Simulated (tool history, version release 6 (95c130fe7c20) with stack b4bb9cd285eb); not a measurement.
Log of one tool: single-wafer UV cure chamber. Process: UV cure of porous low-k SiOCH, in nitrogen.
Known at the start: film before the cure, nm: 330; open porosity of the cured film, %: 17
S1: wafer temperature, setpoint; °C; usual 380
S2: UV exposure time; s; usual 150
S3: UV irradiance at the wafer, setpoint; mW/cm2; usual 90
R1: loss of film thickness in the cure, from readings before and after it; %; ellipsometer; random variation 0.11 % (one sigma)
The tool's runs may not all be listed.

{"run": 1, "hour": 0.0, "S1": 380, "S2": 80, "S3": 90, "R1": 5.989}
{"run": 2, "hour": 20.8, "S1": 380, "S2": 80, "S3": 90, "R1": 5.915}
{"run": 3, "hour": 39.0, "S1": 380, "S2": 150, "S3": 90, "R1": 8.316}
{"run": 4, "hour": 74.6, "S1": 380, "S2": 150, "S3": 90, "R1": 8.604}
{"hour": 103.2, "done": "quartz window cleaned"}
{"run": 5, "hour": 103.7, "S1": 380, "S2": 200, "S3": 90, "R1": 9.182}
{"run": 6, "hour": 123.7, "S1": 380, "S2": 150, "S3": 90, "R1": 7.964}
{"run": 7, "hour": 151.7, "S1": 380, "S2": 150, "S3": 90, "R1": 7.77}
{"hour": 166.3, "done": "quartz window cleaned, repeated, since the last time left the tool worse"}
{"run": 8, "hour": 168.9, "S1": 372, "S2": 210, "S3": 128, "R1": 11.973}
{"run": 9, "hour": 197.8, "S1": 386, "S2": 60, "S3": 124, "R1": 6.647}
{"hour": 222.6, "done": "UV bulbs replaced"}
{"run": 10, "hour": 223.1, "S1": 380, "S2": 150, "S3": 103, "R1": 9.793}
{"run": 11, "hour": 248.2, "S1": 380, "S2": 195, "S3": 90, "R1": 10.04}
{"run": 12, "hour": 263.2, "S1": 380, "S2": 150, "S3": 90, "R1": 8.742}
{"run": 13, "hour": 277.4, "S1": 368, "S2": 150, "S3": 68, "R1": 7.473}
{"run": 14, "hour": 291.2, "S1": 380, "S2": 150, "S3": 90, "R1": 8.787}

Forecast each of these 4 alternatives for the next run:
{"run": "A", "hour": 291.6, "S1": 380, "S2": 150, "S3": 129, "R1": "?"}
{"run": "B", "hour": 291.6, "S1": 380, "S2": 120, "S3": 75, "R1": "?"}
{"run": "C", "hour": 291.6, "S1": 380, "S2": 85, "S3": 108, "R1": "?"}
{"run": "D", "hour": 291.6, "S1": 380, "S2": 150, "S3": 69, "R1": "?"}

run=A R1=10.637
run=B R1=7.282
run=C R1=7.364
run=D R1=7.867
Without the tool's hidden state the same runs would have given:
run=A R1=10.833
run=B R1=7.458
run=C R1=7.540
run=D R1=8.047
